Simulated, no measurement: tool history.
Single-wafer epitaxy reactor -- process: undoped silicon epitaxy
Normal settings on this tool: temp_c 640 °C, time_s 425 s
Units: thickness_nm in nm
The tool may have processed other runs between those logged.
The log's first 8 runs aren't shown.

run,hour,temp_c,time_s,wafers since the last listed run,hours since the last pyrometer calibration,hours since the gauge calibration,"read-back reference wafer on the same gauge, thickness_nm",thickness_nm
9,889.1,640,425,493,1114.1,2233.9,54.546,59.990
10,987.9,640,425,581,1212.9,2332.7,54.546,59.961
11,1060.1,640,425,424,1285.1,2404.9,54.491,59.792
12,1162.5,640,425,602,1387.5,2507.3,54.533,59.945
13,1198.6,640,425,212,1423.6,2543.4,54.487,59.872
14,1257.9,640,425,348,1482.9,2602.7,54.547,60.005
15,1418.3,640,425,943,1643.3,2763.1,54.476,59.979
16,1498.4,640,425,471,1723.4,2843.2,54.470,60.020
# hour 1506.9: gauge calibrated
17,1538.0,644,425,233,1763.0,31.1,54.471,64.759
18,1645.4,640,475,631,1870.4,138.5,54.524,67.101
19,1738.1,636,489,545,1963.1,231.2,54.440,63.589
20,1793.0,640,374,323,2018.0,286.1,54.475,52.745
# hour 1803.1: pyrometer calibrated
21,1884.4,640,425,490,81.3,377.5,54.478,59.826
22,1967.2,640,425,487,164.1,460.3,54.534,60.040
23,2041.2,655,510,435,238.1,534.3,54.505,96.394
24,2146.4,627,425,618,343.3,639.5,54.491,46.239
25,2209.9,648,474,373,406.8,703.0,54.472,77.987
26,2286.8,640,475,452,483.7,779.9,54.511,67.238
27,2381.0,640,369,554,577.9,874.1,54.527,52.066
28,2470.1,654,457,524,667.0,963.2,54.560,84.871
29,2527.6,640,425,338,724.5,1020.7,54.563,60.017

Run 30 has not been measured yet. What should we expect?
30,2564.4,640,425,216,761.3,1057.5,?,?

read-back reference wafer on the same gauge, thickness_nm: 54.540
thickness_nm: 59.936 nm
Without the tool's hidden state the same run would have given thickness_nm 59.936 nm.
